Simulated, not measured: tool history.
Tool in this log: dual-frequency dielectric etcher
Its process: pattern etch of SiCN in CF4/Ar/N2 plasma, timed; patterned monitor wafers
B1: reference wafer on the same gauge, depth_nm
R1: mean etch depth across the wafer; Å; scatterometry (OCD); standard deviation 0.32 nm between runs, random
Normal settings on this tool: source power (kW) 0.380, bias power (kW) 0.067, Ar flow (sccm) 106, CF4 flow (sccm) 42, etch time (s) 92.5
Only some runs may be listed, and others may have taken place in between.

{"run": 1, "hour": 0.0, "source power (kW)": 0.38, "bias power (kW)": 0.06, "Ar flow (sccm)": 106, "CF4 flow (sccm)": 35, "etch time (s)": 92.5, "B1": 71.3, "R1": 583}
{"run": 2, "hour": 22.6, "source power (kW)": 0.38, "bias power (kW)": 0.06, "Ar flow (sccm)": 106, "CF4 flow (sccm)": 35, "etch time (s)": 92.5, "B1": 71.3, "R1": 578}
{"hour": 52.3, "done": "source power generator calibrated"}
{"hour": 57.0, "done": "wet clean of the chamber"}
{"run": 3, "hour": 57.5, "source power (kW)": 0.38, "bias power (kW)": 0.067, "Ar flow (sccm)": 106, "CF4 flow (sccm)": 42, "etch time (s)": 92.5, "B1": 71.3, "R1": 609}
{"run": 4, "hour": 68.9, "source power (kW)": 0.38, "bias power (kW)": 0.067, "Ar flow (sccm)": 106, "CF4 flow (sccm)": 42, "etch time (s)": 92.5, "B1": 71.4, "R1": 618}
{"run": 5, "hour": 104.1, "source power (kW)": 0.38, "bias power (kW)": 0.067, "Ar flow (sccm)": 106, "CF4 flow (sccm)": 42, "etch time (s)": 114.0, "B1": 71.4, "R1": 757}
{"run": 6, "hour": 133.6, "source power (kW)": 0.38, "bias power (kW)": 0.067, "Ar flow (sccm)": 106, "CF4 flow (sccm)": 42, "etch time (s)": 92.5, "B1": 71.4, "R1": 618}
{"hour": 176.3, "done": "bias power generator calibrated"}
{"hour": 190.6, "done": "upper electrode replaced, of another model than before"}
{"run": 7, "hour": 236.4, "source power (kW)": 0.34, "bias power (kW)": 0.074, "Ar flow (sccm)": 122, "CF4 flow (sccm)": 38, "etch time (s)": 92.5, "B1": 71.4, "R1": 523}
{"run": 8, "hour": 264.7, "source power (kW)": 0.42, "bias power (kW)": 0.067, "Ar flow (sccm)": 106, "CF4 flow (sccm)": 42, "etch time (s)": 92.5, "B1": 71.5, "R1": 738}
{"run": 9, "hour": 294.5, "source power (kW)": 0.33, "bias power (kW)": 0.067, "Ar flow (sccm)": 106, "CF4 flow (sccm)": 42, "etch time (s)": 92.5, "B1": 71.3, "R1": 473}
{"run": 10, "hour": 308.2, "source power (kW)": 0.38, "bias power (kW)": 0.067, "Ar flow (sccm)": 106, "CF4 flow (sccm)": 42, "etch time (s)": 92.5, "B1": 71.5, "R1": 629}
{"run": 11, "hour": 322.6, "source power (kW)": 0.38, "bias power (kW)": 0.067, "Ar flow (sccm)": 106, "CF4 flow (sccm)": 46, "etch time (s)": 78.5, "B1": 71.4, "R1": 545}
{"hour": 346.7, "done": "CF4 flow controller replaced"}
{"run": 12, "hour": 350.9, "source power (kW)": 0.33, "bias power (kW)": 0.073, "Ar flow (sccm)": 106, "CF4 flow (sccm)": 42, "etch time (s)": 71.0, "B1": 71.3, "R1": 385}
{"run": 13, "hour": 381.5, "source power (kW)": 0.38, "bias power (kW)": 0.075, "Ar flow (sccm)": 84, "CF4 flow (sccm)": 42, "etch time (s)": 92.5, "B1": 71.3, "R1": 701}
{"hour": 382.2, "done": "gauge calibrated"}
{"hour": 388.8, "done": "Ar flow controller replaced"}
{"run": 14, "hour": 401.7, "source power (kW)": 0.38, "bias power (kW)": 0.067, "Ar flow (sccm)": 106, "CF4 flow (sccm)": 42, "etch time (s)": 92.5, "B1": 71.4, "R1": 631}
{"run": 15, "hour": 429.8, "source power (kW)": 0.38, "bias power (kW)": 0.067, "Ar flow (sccm)": 106, "CF4 flow (sccm)": 35, "etch time (s)": 82.5, "B1": 71.4, "R1": 539}
{"run": 16, "hour": 449.8, "source power (kW)": 0.38, "bias power (kW)": 0.067, "Ar flow (sccm)": 96, "CF4 flow (sccm)": 42, "etch time (s)": 92.5, "B1": 71.4, "R1": 641}
{"run": 17, "hour": 484.7, "source power (kW)": 0.38, "bias power (kW)": 0.067, "Ar flow (sccm)": 106, "CF4 flow (sccm)": 42, "etch time (s)": 92.5, "B1": 71.5, "R1": 634}
{"run": 18, "hour": 503.3, "source power (kW)": 0.3, "bias power (kW)": 0.067, "Ar flow (sccm)": 106, "CF4 flow (sccm)": 35, "etch time (s)": 92.5, "B1": 71.5, "R1": 370}
{"run": 19, "hour": 521.7, "source power (kW)": 0.38, "bias power (kW)": 0.067, "Ar flow (sccm)": 106, "CF4 flow (sccm)": 42, "etch time (s)": 92.5, "B1": 71.4, "R1": 627}
{"run": 20, "hour": 545.6, "source power (kW)": 0.38, "bias power (kW)": 0.067, "Ar flow (sccm)": 106, "CF4 flow (sccm)": 36, "etch time (s)": 75.5, "B1": 71.5, "R1": 503}

Below, some changes in R1 between adjacent runs. For each, the amount present without the hidden state too (settings, incoming material, random variation) and the amount remaining for the hidden state with gauge scatter not shared by both compared results:
Hidden conditions of the tool in this case: etch rate over this chamber's usual, %; source power that arrives over what is set, %; bias power that arrives over what is set, %; Ar flow that arrives over what is set, %; CF4 flow that arrives over what is set, %; gauge reads high (%).
Run 2 -> 3: bias power (kW) 0.060 -> 0.067, CF4 flow (sccm) 35 -> 42, source power generator calibrated, wet clean of the chamber. R1 +31 Å: hidden state -19, all else +50.
Run 8 -> 9: source power (kW) 0.420 -> 0.330. R1 -265 Å: hidden state -4, all else -261.
Run 12 -> 13: source power (kW) 0.330 -> 0.380, bias power (kW) 0.073 -> 0.075, Ar flow (sccm) 106 -> 84, etch time (s) 71.0 -> 92.5. R1 +316 Å: hidden state +9, all else +307.

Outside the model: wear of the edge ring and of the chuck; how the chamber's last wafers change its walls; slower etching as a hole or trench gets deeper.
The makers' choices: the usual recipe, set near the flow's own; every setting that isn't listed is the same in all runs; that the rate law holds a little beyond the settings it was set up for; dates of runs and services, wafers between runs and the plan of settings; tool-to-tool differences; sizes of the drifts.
